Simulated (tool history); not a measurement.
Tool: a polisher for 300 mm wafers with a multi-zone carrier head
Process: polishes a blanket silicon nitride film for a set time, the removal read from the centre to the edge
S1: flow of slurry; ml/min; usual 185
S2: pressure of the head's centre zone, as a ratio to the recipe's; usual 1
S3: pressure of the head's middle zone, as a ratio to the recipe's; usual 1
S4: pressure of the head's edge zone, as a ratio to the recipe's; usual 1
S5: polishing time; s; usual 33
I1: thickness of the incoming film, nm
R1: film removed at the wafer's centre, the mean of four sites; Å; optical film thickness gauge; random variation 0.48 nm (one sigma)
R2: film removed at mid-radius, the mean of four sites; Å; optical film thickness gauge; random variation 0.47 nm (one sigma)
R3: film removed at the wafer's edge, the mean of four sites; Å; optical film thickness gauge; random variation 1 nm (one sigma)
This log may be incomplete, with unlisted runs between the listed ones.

run 1 hour=0 | S1=185 S2=1 S3=1 S4=1 S5=33 | I1=820 | R1=697 R2=702 R3=679
run 2 hour=98.4 | S1=185 S2=1 S3=1 S4=1 S5=33 | I1=838.5 | R1=680 R2=704 R3=682
run 3 hour=160.7 | S1=185 S2=1 S3=1 S4=1 S5=33 | I1=826.6 | R1=673 R2=685 R3=668
run 4 hour=208.9 | S1=185 S2=1 S3=1 S4=1 S5=29 | I1=823.2 | R1=583 R2=589 R3=593
-- hour=296.7 worn pad replaced by a new one
run 5 hour=316.8 | S1=185 S2=1 S3=1 S4=1 S5=33 | I1=815.6 | R1=693 R2=722 R3=696
run 6 hour=391.3 | S1=185 S2=1 S3=1 S4=1 S5=33 | I1=809.8 | R1=680 R2=696 R3=676
-- hour=403.8 slurry nozzle cleaned
-- hour=423.7 centre zone pressure recalibrated
run 7 hour=471.5 | S1=185 S2=0.95 S3=1 S4=1 S5=41 | I1=826.8 | R1=821 R2=887 R3=836
-- hour=622.9 carrier head's membrane replaced by a new one
run 8 hour=783.9 | S1=185 S2=1 S3=1 S4=1 S5=33 | I1=801.3 | R1=661 R2=676 R3=672
-- hour=884.7 worn pad replaced by a new one
run 9 hour=891 | S1=185 S2=1 S3=1 S4=1 S5=33 | I1=829 | R1=694 R2=715 R3=686
run 10 hour=946.2 | S1=185 S2=1.12 S3=1.07 S4=1 S5=33 | I1=822.2 | R1=762 R2=742 R3=689
-- hour=947.2 slurry nozzle cleaned
run 11 hour=993.5 | S1=185 S2=1.09 S3=1 S4=0.91 S5=33 | I1=831.2 | R1=767 R2=727 R3=673
run 12 hour=1071.5 | S1=185 S2=1 S3=1 S4=1 S5=33 | I1=825.5 | R1=694 R2=720 R3=717
run 13 hour=1125.7 | S1=185 S2=0.97 S3=0.96 S4=1 S5=33 | I1=810.7 | R1=673 R2=679 R3=692
-- hour=1152 carrier head's membrane replaced by a new one
-- hour=1165.1 edge zone pressure recalibrated
run 14 hour=1171.5 | S1=185 S2=1.05 S3=1 S4=0.93 S5=33 | I1=822.3 | R1=716 R2=694 R3=652
run 15 hour=1276.4 | S1=185 S2=1 S3=1 S4=1 S5=36 | I1=834.4 | R1=730 R2=748 R3=750
run 16 hour=1357.5 | S1=185 S2=1 S3=1.11 S4=1 S5=33 | I1=815.3 | R1=658 R2=735 R3=667
run 17 hour=1394.9 | S1=165 S2=1.07 S3=0.93 S4=0.89 S5=33 | I1=812.9 | R1=673 R2=620 R3=628
-- hour=1406.6 worn pad replaced by a new one
-- hour=1458.6 slurry nozzle cleaned
run 18 hour=1459.1 | S1=185 S2=1 S3=1.09 S4=1 S5=33 | I1=814.6 | R1=720 R2=781 R3=707
run 19 hour=1562.2 | S1=185 S2=1 S3=1 S4=1 S5=33 | I1=812.6 | R1=699 R2=720 R3=704
run 20 hour=1609.8 | S1=185 S2=1 S3=0.92 S4=1.1 S5=33 | I1=809.9 | R1=700 R2=664 R3=730
-- hour=1727.4 carrier head's membrane replaced by a new one
run 21 hour=1751.8 | S1=145 S2=1.08 S3=1.11 S4=1 S5=29 | I1=818.1 | R1=612 R2=631 R3=594

Hidden state, per run?
deviation of the centre zone's pressure from its setpoint, %: 0 on each run
deviation of the edge zone's pressure from its setpoint, %: 0 on each run
H1: removal rate lost through wear of the pad, %
H2: slurry flow missing at the pad, %
run=1 H1=3.67 H2=2.17
run=2 H1=4.91 H2=4.45
run=3 H1=5.69 H2=6.66
run=4 H1=6.29 H2=8.78
run=5 H1=0.865 H2=14.8
run=6 H1=1.8 H2=20
run=7 H1=2.81 H2=0.517
run=8 H1=6.74 H2=11.3
run=9 H1=0.395 H2=18.4
run=10 H1=1.09 H2=22.8
run=11 H1=1.68 H2=1.22
run=12 H1=2.66 H2=2.25
run=13 H1=3.35 H2=3.51
run=14 H1=3.92 H2=4.92
run=15 H1=5.24 H2=9.38
run=16 H1=6.26 H2=14
run=17 H1=6.73 H2=16.5
run=18 H1=0.964 H2=1.24
run=19 H1=2.26 H2=2.06
run=20 H1=2.86 H2=3
run=21 H1=4.64 H2=7.84
